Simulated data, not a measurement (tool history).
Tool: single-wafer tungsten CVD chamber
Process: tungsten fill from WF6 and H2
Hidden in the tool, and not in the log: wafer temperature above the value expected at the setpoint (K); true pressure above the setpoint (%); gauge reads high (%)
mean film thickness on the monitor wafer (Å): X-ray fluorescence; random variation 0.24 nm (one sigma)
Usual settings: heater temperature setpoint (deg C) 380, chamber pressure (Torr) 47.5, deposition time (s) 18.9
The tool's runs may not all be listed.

run	hour	heater temperature setpoint (deg C)	chamber pressure (Torr)	deposition time (s)	wafers since the last listed run	hours since the last thermocouple change	hours since the last manometer calibration	hours since the showerhead was replaced	hours since the gauge calibration	read-back reference wafer on the same gauge, thickness_nm	mean film thickness on the monitor wafer (Å)
1	0.0	380	47.5	18.9	0	448.7	377.2	7912.6	741.2	46.089	485.32
2	30.0	380	47.5	18.9	451	478.7	407.2	7942.6	771.2	46.043	484.46
3	73.3	380	47.5	18.9	651	522.0	450.5	7985.9	814.5	46.073	485.61
4	105.4	380	47.5	18.9	482	554.1	482.6	8018.0	846.6	46.109	484.63
5	256.6	380	56.6	16.2	2273	705.3	633.8	8169.2	997.8	46.052	454.65
6	308.9	380	56.6	16.2	786	757.6	686.1	8221.5	1050.1	46.015	452.32
7	379.2	380	56.6	16.2	1057	827.9	756.4	8291.8	1120.4	46.054	454.51
# hour 386.5: gauge calibrated
8	412.3	380	47.5	18.9	497	861.0	789.5	8324.9	25.8	45.977	485.07
# hour 453.3: thermocouple changed; heater temperature recalibrated
9	453.8	380	47.5	18.9	503	0.5	831.0	8366.4	67.3	46.067	482.06
10	482.9	380	47.5	18.9	437	29.6	860.1	8395.5	96.4	46.078	482.37
# hour 503.8: showerhead replaced
11	519.9	380	47.5	16.8	436	66.6	897.1	16.1	133.4	46.152	432.24
12	568.7	380	47.5	16.8	733	115.4	945.9	64.9	182.2	46.051	429.36
13	624.1	380	47.5	18.9	832	170.8	1001.3	120.3	237.6	45.995	483.97
14	656.9	380	47.5	15.4	493	203.6	1034.1	153.1	270.4	46.124	395.45
15	708.5	380	54.2	18.9	775	255.2	1085.7	204.7	322.0	46.097	519.61
16	746.6	380	47.5	18.9	572	293.3	1123.8	242.8	360.1	46.118	485.66
17	786.5	395	56.1	15.4	599	333.2	1163.7	282.7	400.0	46.171	560.42
# hour 824.5: capacitance manometer re-zeroed and calibrated
18	832.3	380	47.5	18.9	568	379.0	7.8	328.5	445.8	46.061	486.19
19	890.7	380	58.1	18.9	878	437.4	66.2	386.9	504.2	46.134	538.55
20	943.3	384	47.5	18.9	790	490.0	118.8	439.5	556.8	46.106	520.45
21	982.7	392	47.5	20.1	592	529.4	158.2	478.9	596.2	46.039	632.89
22	1033.4	389	47.5	15.6	762	580.1	208.9	529.6	646.9	46.086	470.10
23	1059.4	370	51.5	21.4	390	606.1	234.9	555.6	672.9	46.177	476.06
24	1176.6	384	58.2	16.4	1762	723.3	352.1	672.8	790.1	46.071	503.86

4 ways to go on from here, each from the tool as it stands after run 24. What would each give?
A	1177.0	380	47.5	17.6	6	723.7	352.5	673.2	790.5	?	?
B	1177.0	380	53.9	19.9	6	723.7	352.5	673.2	790.5	?	?
C	1177.0	380	44.4	21.1	6	723.7	352.5	673.2	790.5	?	?
D	1177.0	372	41.9	17.3	6	723.7	352.5	673.2	790.5	?	?

run	read-back reference wafer on the same gauge, thickness_nm	mean film thickness on the monitor wafer (Å)
A	46.039	450.85
B	46.039	545.81
C	46.039	521.09
D	46.039	357.20
Without the tool's hidden state the same runs would have given:
run	mean film thickness on the monitor wafer (Å)
A	450.85
B	545.81
C	521.09
D	357.20
